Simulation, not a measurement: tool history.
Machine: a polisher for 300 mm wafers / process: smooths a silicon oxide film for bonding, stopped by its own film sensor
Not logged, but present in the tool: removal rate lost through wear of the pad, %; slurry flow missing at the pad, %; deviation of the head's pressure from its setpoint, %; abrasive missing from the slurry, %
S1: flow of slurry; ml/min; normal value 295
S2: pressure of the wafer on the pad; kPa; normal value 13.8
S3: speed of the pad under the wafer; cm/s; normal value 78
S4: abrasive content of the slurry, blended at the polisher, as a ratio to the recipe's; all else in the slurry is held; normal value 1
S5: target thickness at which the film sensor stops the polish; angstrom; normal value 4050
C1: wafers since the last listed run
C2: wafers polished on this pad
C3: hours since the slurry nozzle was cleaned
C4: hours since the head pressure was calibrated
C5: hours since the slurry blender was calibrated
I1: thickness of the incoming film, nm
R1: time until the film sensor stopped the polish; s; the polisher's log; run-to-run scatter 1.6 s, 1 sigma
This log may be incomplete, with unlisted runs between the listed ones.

| run | hour | S1 | S2 | S3 | S4 | S5 | C1 | C2 | C3 | C4 | C5 | I1 | R1 |
|---|---|---|---|---|---|---|---|---|---|---|---|---|---|
| 1 | 0 | 295 | 13.8 | 78 | 1 | 4050 | 0 | 1209 | 3.1 | 523.9 | 49.5 | 466.8 | 107 |
|  | 1.8 | worn pad replaced by a new one |
| 2 | 34.1 | 295 | 13.8 | 78 | 1 | 4050 | 297 | 297 | 37.2 | 558 | 83.6 | 467.8 | 107.9 |
| 3 | 48.4 | 295 | 13.8 | 78 | 1 | 4050 | 131 | 429 | 51.5 | 572.3 | 97.9 | 469.7 | 110.7 |
|  | 69.5 | slurry blender recalibrated |
| 4 | 71 | 295 | 13.8 | 78 | 1 | 4050 | 189 | 618 | 74.1 | 594.9 | 1.5 | 467.9 | 111.6 |
| 5 | 89.3 | 295 | 13.8 | 78 | 1 | 4050 | 168 | 787 | 92.4 | 613.2 | 19.8 | 474.3 | 120.9 |
| 6 | 123.9 | 295 | 13.8 | 78 | 1 | 3920 | 318 | 1106 | 127 | 647.8 | 54.4 | 467.1 | 131.1 |
|  | 137.3 | worn pad replaced by a new one |
| 7 | 137.8 | 295 | 13.8 | 78 | 1 | 3920 | 91 | 5 | 140.9 | 661.7 | 68.3 | 465.5 | 131.6 |
| 8 | 157.3 | 295 | 13.8 | 78 | 1 | 4050 | 179 | 184 | 160.4 | 681.2 | 87.8 | 472.5 | 119.7 |
|  | 200.1 | slurry blender recalibrated |
| 9 | 215.5 | 295 | 13.8 | 78 | 1 | 4180 | 517 | 702 | 218.6 | 739.4 | 15.4 | 469.4 | 94 |
| 10 | 246.6 | 295 | 13.8 | 78 | 1 | 4050 | 286 | 988 | 249.7 | 770.5 | 46.5 | 475.2 | 127 |
|  | 260.2 | worn pad replaced by a new one |
| 11 | 290.1 | 375 | 16.5 | 78 | 1 | 4230 | 363 | 275 | 293.2 | 814 | 90 | 459.2 | 56.1 |
|  | 302.9 | head pressure recalibrated |
| 12 | 304.1 | 375 | 13.8 | 78 | 1 | 4050 | 110 | 385 | 307.2 | 1.2 | 104 | 472 | 109.1 |
|  | 329.4 | slurry blender recalibrated |
| 13 | 332.8 | 295 | 13.8 | 78 | 1 | 4160 | 245 | 631 | 335.9 | 29.9 | 3.4 | 465 | 80.8 |
|  | 336.4 | slurry nozzle cleaned |
| 14 | 363.3 | 360 | 13.8 | 66 | 1.1 | 3920 | 271 | 903 | 26.9 | 60.4 | 33.9 | 468.9 | 131.4 |
| 15 | 392.9 | 295 | 13.8 | 88 | 1 | 4150 | 272 | 1175 | 56.5 | 90 | 63.5 | 469.5 | 83.2 |
|  | 425 | worn pad replaced by a new one |
| 16 | 431.3 | 295 | 13.8 | 78 | 1 | 4050 | 316 | 57 | 94.9 | 128.4 | 101.9 | 477.4 | 118.7 |
| 17 | 449.7 | 295 | 16.5 | 78 | 1 | 4050 | 169 | 227 | 113.3 | 146.8 | 120.3 | 462.9 | 79.5 |
|  | 463.4 | slurry blender recalibrated |
| 18 | 524.3 | 295 | 13.8 | 54 | 0.75 | 4050 | 668 | 895 | 187.9 | 221.4 | 60.9 | 463.1 | 163.7 |
| 19 | 549 | 295 | 13.8 | 78 | 1 | 4050 | 227 | 1122 | 212.6 | 246.1 | 85.6 | 476.1 | 116.1 |

Predict each of these 5 candidate next runs independently; none follows another, all start after run 19:
| A | 549.5 | 295 | 13.8 | 78 | 1 | 4050 | 4 | 1127 | 213.1 | 246.6 | 86.1 | 464.4 | ? |
| B | 549.5 | 205 | 9.7 | 78 | 1 | 4180 | 4 | 1127 | 213.1 | 246.6 | 86.1 | 464.4 | ? |
| C | 549.5 | 330 | 15.9 | 60 | 1 | 4050 | 4 | 1127 | 213.1 | 246.6 | 86.1 | 464.4 | ? |
| D | 549.5 | 295 | 13.8 | 86 | 0.75 | 4050 | 4 | 1127 | 213.1 | 246.6 | 86.1 | 464.4 | ? |
| E | 549.5 | 295 | 13.8 | 96 | 1 | 4220 | 4 | 1127 | 213.1 | 246.6 | 86.1 | 464.4 | ? |

| run | R1 |
|---|---|
| A | 97.5 |
| B | 111 |
| C | 102.1 |
| D | 119.7 |
| E | 59.7 |
What these runs would have given with no unlogged condition in the tool:
| run | R1 |
|---|---|
| A | 96.4 |
| B | 109.7 |
| C | 100.9 |
| D | 118.3 |
| E | 59 |

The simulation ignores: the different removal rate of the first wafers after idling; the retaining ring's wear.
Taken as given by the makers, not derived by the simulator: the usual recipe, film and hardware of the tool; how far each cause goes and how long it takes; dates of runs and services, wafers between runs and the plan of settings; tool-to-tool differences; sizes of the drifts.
